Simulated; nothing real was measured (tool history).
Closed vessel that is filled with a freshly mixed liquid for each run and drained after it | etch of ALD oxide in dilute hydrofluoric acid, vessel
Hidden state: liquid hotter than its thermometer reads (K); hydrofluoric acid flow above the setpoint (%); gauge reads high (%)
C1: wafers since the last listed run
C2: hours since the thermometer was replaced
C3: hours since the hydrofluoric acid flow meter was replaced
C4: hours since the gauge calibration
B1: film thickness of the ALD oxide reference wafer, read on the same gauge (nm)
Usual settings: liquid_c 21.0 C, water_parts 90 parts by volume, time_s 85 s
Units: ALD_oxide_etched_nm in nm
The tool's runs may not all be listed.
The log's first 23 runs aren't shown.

run 24 hour=1096.9 | liquid_c=21.0 water_parts=125 time_s=35 | C1=2391 C2=312.8 C3=491.0 C4=241.2 | B1=79.99 | ALD_oxide_etched_nm=2.59
run 25 hour=1129.8 | liquid_c=21.0 water_parts=90 time_s=60 | C1=2958 C2=345.7 C3=523.9 C4=274.1 | B1=80.01 | ALD_oxide_etched_nm=6.45
run 26 hour=1166.8 | liquid_c=21.0 water_parts=130 time_s=85 | C1=3327 C2=382.7 C3=560.9 C4=311.1 | B1=80.00 | ALD_oxide_etched_nm=5.98
run 27 hour=1198.2 | liquid_c=21.0 water_parts=65 time_s=35 | C1=2823 C2=414.1 C3=592.3 C4=342.5 | B1=80.00 | ALD_oxide_etched_nm=5.35
run 28 hour=1227.3 | liquid_c=17.0 water_parts=75 time_s=60 | C1=2616 C2=443.2 C3=621.4 C4=371.6 | B1=80.00 | ALD_oxide_etched_nm=6.66
run 29 hour=1269.0 | liquid_c=23.5 water_parts=90 time_s=85 | C1=3749 C2=484.9 C3=663.1 C4=413.3 | B1=80.00 | ALD_oxide_etched_nm=10.15
run 30 hour=1318.8 | liquid_c=21.0 water_parts=90 time_s=115 | C1=4478 C2=534.7 C3=712.9 C4=463.1 | B1=79.99 | ALD_oxide_etched_nm=12.40
run 31 hour=1371.5 | liquid_c=21.0 water_parts=120 time_s=85 | C1=4738 C2=587.4 C3=765.6 C4=515.8 | B1=79.97 | ALD_oxide_etched_nm=6.67
run 32 hour=1428.5 | liquid_c=17.0 water_parts=90 time_s=115 | C1=5125 C2=644.4 C3=822.6 C4=572.8 | B1=79.97 | ALD_oxide_etched_nm=10.48

The next listed run, before its measurement:
run 33 hour=1457.5 | liquid_c=21.0 water_parts=80 time_s=85 | C1=2607 C2=673.4 C3=851.6 C4=601.8 | B1=? | ALD_oxide_etched_nm=?

{"run 33": {"B1": 80.02, "ALD_oxide_etched_nm": 10.4}}
Without the tool's hidden state the same run would have given ALD_oxide_etched_nm 10.13 nm.
